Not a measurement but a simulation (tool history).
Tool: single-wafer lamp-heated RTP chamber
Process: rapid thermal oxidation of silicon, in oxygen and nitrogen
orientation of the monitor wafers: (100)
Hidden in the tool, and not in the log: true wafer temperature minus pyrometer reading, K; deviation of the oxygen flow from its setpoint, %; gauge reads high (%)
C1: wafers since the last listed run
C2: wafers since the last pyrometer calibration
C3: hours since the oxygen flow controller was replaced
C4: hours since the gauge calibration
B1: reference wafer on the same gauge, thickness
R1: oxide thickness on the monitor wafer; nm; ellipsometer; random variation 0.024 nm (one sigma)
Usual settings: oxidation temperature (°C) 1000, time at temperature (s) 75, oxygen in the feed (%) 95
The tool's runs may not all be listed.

run 1 day=0 | oxidation_temperature_(°C)=1000 time_at_temperature_(s)=75 oxygen_in_the_feed_(%)=95 | C1=0 C2=3429 C3=4933.6 C4=681.1 | B1=5.797 | R1=7.037
-- day=2.479 pyrometer window cleaned and pyrometer calibrated
run 2 day=2.733 | oxidation_temperature_(°C)=1000 time_at_temperature_(s)=75 oxygen_in_the_feed_(%)=95 | C1=434 C2=45 C3=4999.2 C4=746.7 | B1=5.8 | R1=6.893
run 3 day=4.333 | oxidation_temperature_(°C)=1020 time_at_temperature_(s)=75 oxygen_in_the_feed_(%)=95 | C1=289 C2=335 C3=5037.6 C4=785.1 | B1=5.805 | R1=8.009
run 4 day=6.246 | oxidation_temperature_(°C)=1000 time_at_temperature_(s)=83 oxygen_in_the_feed_(%)=98 | C1=346 C2=681 C3=5083.5 C4=831 | B1=5.799 | R1=7.353
run 5 day=8.246 | oxidation_temperature_(°C)=1021 time_at_temperature_(s)=75 oxygen_in_the_feed_(%)=95 | C1=362 C2=1044 C3=5131.5 C4=879 | B1=5.807 | R1=8.087
run 6 day=10.529 | oxidation_temperature_(°C)=1021 time_at_temperature_(s)=75 oxygen_in_the_feed_(%)=95 | C1=413 C2=1457 C3=5186.3 C4=933.8 | B1=5.798 | R1=8.131
run 7 day=13.433 | oxidation_temperature_(°C)=1021 time_at_temperature_(s)=75 oxygen_in_the_feed_(%)=95 | C1=525 C2=1983 C3=5256 C4=1003.5 | B1=5.805 | R1=8.125
run 8 day=15.492 | oxidation_temperature_(°C)=1000 time_at_temperature_(s)=75 oxygen_in_the_feed_(%)=95 | C1=372 C2=2355 C3=5305.4 C4=1052.9 | B1=5.807 | R1=6.985
run 9 day=16.825 | oxidation_temperature_(°C)=1000 time_at_temperature_(s)=75 oxygen_in_the_feed_(%)=95 | C1=241 C2=2597 C3=5337.4 C4=1084.9 | B1=5.807 | R1=7.072
run 10 day=18.888 | oxidation_temperature_(°C)=1000 time_at_temperature_(s)=67 oxygen_in_the_feed_(%)=95 | C1=373 C2=2970 C3=5386.9 C4=1134.4 | B1=5.798 | R1=6.721
run 11 day=21.725 | oxidation_temperature_(°C)=1000 time_at_temperature_(s)=75 oxygen_in_the_feed_(%)=95 | C1=513 C2=3484 C3=5455 C4=1202.5 | B1=5.792 | R1=7.067
run 12 day=24.517 | oxidation_temperature_(°C)=1000 time_at_temperature_(s)=75 oxygen_in_the_feed_(%)=95 | C1=505 C2=3990 C3=5522 C4=1269.5 | B1=5.792 | R1=7.054
-- day=25.15 pyrometer window cleaned and pyrometer calibrated
run 13 day=27.025 | oxidation_temperature_(°C)=1000 time_at_temperature_(s)=75 oxygen_in_the_feed_(%)=95 | C1=393 C2=339 C3=5582.2 C4=1329.7 | B1=5.806 | R1=6.938
run 14 day=33.629 | oxidation_temperature_(°C)=1000 time_at_temperature_(s)=75 oxygen_in_the_feed_(%)=95 | C1=1195 C2=1535 C3=5740.7 C4=1488.2 | B1=5.798 | R1=6.982
run 15 day=35.046 | oxidation_temperature_(°C)=986 time_at_temperature_(s)=107 oxygen_in_the_feed_(%)=98 | C1=256 C2=1791 C3=5774.7 C4=1522.2 | B1=5.807 | R1=7.44
run 16 day=36.138 | oxidation_temperature_(°C)=1000 time_at_temperature_(s)=38 oxygen_in_the_feed_(%)=65 | C1=197 C2=1989 C3=5800.9 C4=1548.4 | B1=5.8 | R1=4.615
run 17 day=39.1 | oxidation_temperature_(°C)=1000 time_at_temperature_(s)=75 oxygen_in_the_feed_(%)=95 | C1=536 C2=2525 C3=5872 C4=1619.5 | B1=5.794 | R1=7.045
run 18 day=40.875 | oxidation_temperature_(°C)=1000 time_at_temperature_(s)=75 oxygen_in_the_feed_(%)=84 | C1=321 C2=2847 C3=5914.6 C4=1662.1 | B1=5.805 | R1=6.743

The next listed run, before its measurement:
-- day=42.567 gauge calibrated
run 19 day=43.575 | oxidation_temperature_(°C)=1000 time_at_temperature_(s)=75 oxygen_in_the_feed_(%)=95 | C1=488 C2=3336 C3=5979.4 C4=24.2 | B1=? | R1=?

B1: 5.797
R1: 7.046 nm
Without the tool's hidden state the same run would have given R1 6.874 nm.
